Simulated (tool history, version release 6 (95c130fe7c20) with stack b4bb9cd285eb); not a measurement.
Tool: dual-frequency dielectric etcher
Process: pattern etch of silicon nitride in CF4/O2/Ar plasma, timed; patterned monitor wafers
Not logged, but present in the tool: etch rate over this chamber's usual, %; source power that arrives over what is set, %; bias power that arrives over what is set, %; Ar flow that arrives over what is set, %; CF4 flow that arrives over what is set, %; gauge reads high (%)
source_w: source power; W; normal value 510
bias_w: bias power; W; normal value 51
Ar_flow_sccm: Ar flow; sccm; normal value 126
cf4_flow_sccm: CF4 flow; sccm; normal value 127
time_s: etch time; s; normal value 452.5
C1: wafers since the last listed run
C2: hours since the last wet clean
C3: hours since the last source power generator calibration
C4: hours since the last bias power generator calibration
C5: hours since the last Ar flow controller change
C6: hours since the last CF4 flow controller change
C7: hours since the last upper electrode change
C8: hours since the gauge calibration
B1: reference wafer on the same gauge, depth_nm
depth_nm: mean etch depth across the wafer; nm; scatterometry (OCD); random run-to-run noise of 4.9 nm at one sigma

Run 1, hour 0.0: usual settings; C1 0; C2 217.9; C3 2314.3; C4 2737.1; C5 2056.5; C6 1268.9; C7 4026.9; C8 64.7; B1 912.5. Result: depth_nm 971.3 nm.
Run 2, hour 45.8: usual settings but cf4_flow_sccm 116 sccm, time_s 558.5 s; C1 169; C2 263.7; C3 2360.1; C4 2782.9; C5 2102.3; C6 1314.7; C7 4072.7; C8 110.5; B1 911.4. Result: depth_nm 1212.3 nm.
Run 3, hour 80.3: usual settings but cf4_flow_sccm 116 sccm, time_s 558.5 s; C1 127; C2 298.2; C3 2394.6; C4 2817.4; C5 2136.8; C6 1349.2; C7 4107.2; C8 145.0; B1 911.1. Result: depth_nm 1212.5 nm.
Run 4, hour 143.2: usual settings; C1 232; C2 361.1; C3 2457.5; C4 2880.3; C5 2199.7; C6 1412.1; C7 4170.1; C8 207.9; B1 911.6. Result: depth_nm 987.6 nm.
Run 5, hour 186.9: usual settings; C1 161; C2 404.8; C3 2501.2; C4 2924.0; C5 2243.4; C6 1455.8; C7 4213.8; C8 251.6; B1 911.3. Result: depth_nm 997.7 nm.
At hour 352.0: wet clean of the chamber.
Run 6, hour 388.9: usual settings; C1 657; C2 36.9; C3 2703.2; C4 3126.0; C5 2445.4; C6 1657.8; C7 4415.8; C8 453.6; B1 912.0. Result: depth_nm 955.9 nm.
At hour 410.0: CF4 flow controller replaced.
At hour 441.0: source power generator calibrated.
Run 7, hour 449.5: usual settings; C1 186; C2 97.5; C3 8.5; C4 3186.6; C5 2506.0; C6 39.5; C7 4476.4; C8 514.2; B1 911.2. Result: depth_nm 959.8 nm.
At hour 462.4: Ar flow controller replaced.
At hour 478.7: bias power generator calibrated.
Run 8, hour 511.8: usual settings but source_w 570 W, Ar_flow_sccm 146 sccm; C1 193; C2 159.8; C3 70.8; C4 33.1; C5 49.4; C6 101.8; C7 4538.7; C8 576.5; B1 911.6. Result: depth_nm 1050.4 nm.
At hour 558.1: upper electrode replaced.
Run 9, hour 558.6: usual settings but source_w 600 W, Ar_flow_sccm 157 sccm, time_s 319.0 s; C1 84; C2 206.6; C3 117.6; C4 79.9; C5 96.2; C6 148.6; C7 0.5; C8 623.3; B1 910.3. Result: depth_nm 771.3 nm.
Run 10, hour 595.0: usual settings but source_w 640 W, bias_w 57 W, cf4_flow_sccm 117 sccm; C1 134; C2 243.0; C3 154.0; C4 116.3; C5 132.6; C6 185.0; C7 36.9; C8 659.7; B1 911.2. Result: depth_nm 1234.9 nm.
Run 11, hour 626.4: usual settings but source_w 430 W, Ar_flow_sccm 146 sccm, cf4_flow_sccm 141 sccm; C1 115; C2 274.4; C3 185.4; C4 147.7; C5 164.0; C6 216.4; C7 68.3; C8 691.1; B1 911.3. Result: depth_nm 833.7 nm.
Run 12, hour 677.5: usual settings but bias_w 56 W, Ar_flow_sccm 98 sccm; C1 188; C2 325.5; C3 236.5; C4 198.8; C5 215.1; C6 267.5; C7 119.4; C8 742.2; B1 910.1. Result: depth_nm 1027.6 nm.
Run 13, hour 818.9: usual settings; C1 522; C2 466.9; C3 377.9; C4 340.2; C5 356.5; C6 408.9; C7 260.8; C8 883.6; B1 912.0. Result: depth_nm 1001.2 nm.
At hour 842.1: gauge calibrated.
Run 14, hour 874.1: usual settings but source_w 460 W, bias_w 45 W, cf4_flow_sccm 113 sccm, time_s 322.0 s; C1 203; C2 522.1; C3 433.1; C4 395.4; C5 411.7; C6 464.1; C7 316.0; C8 32.0; B1 911.2. Result: depth_nm 622.6 nm.
Run 15, hour 902.9: usual settings but source_w 600 W, cf4_flow_sccm 144 sccm, time_s 398.0 s; C1 106; C2 550.9; C3 461.9; C4 424.2; C5 440.5; C6 492.9; C7 344.8; C8 60.8; B1 910.2. Result: depth_nm 1015.4 nm.
At hour 941.4: wet clean of the chamber.
Run 16, hour 971.6: usual settings; C1 165; C2 30.2; C3 530.6; C4 492.9; C5 509.2; C6 561.6; C7 413.5; C8 129.5; B1 911.0. Result: depth_nm 960.8 nm.
Run 17, hour 1023.6: usual settings but source_w 570 W, time_s 416.5 s; C1 191; C2 82.2; C3 582.6; C4 544.9; C5 561.2; C6 613.6; C7 465.5; C8 181.5; B1 911.5. Result: depth_nm 975.1 nm.
Run 18, hour 1091.2: usual settings but bias_w 40 W, Ar_flow_sccm 146 sccm; C1 249; C2 149.8; C3 650.2; C4 612.5; C5 628.8; C6 681.2; C7 533.1; C8 249.1; B1 911.1. Result: depth_nm 886.6 nm.

Run 19 is up next; what results do you expect?
Run 19, hour 1141.2: usual settings but bias_w 43 W, cf4_flow_sccm 109 sccm; C1 184; C2 199.8; C3 700.2; C4 662.5; C5 678.8; C6 731.2; C7 583.1; C8 299.1; B1 ?. Result: depth_nm ?.

{"run 19": {"B1": 912.0, "depth_nm": 914.7}}
Had the tool carried no hidden state, the very same run would have given depth_nm 896.5 nm.
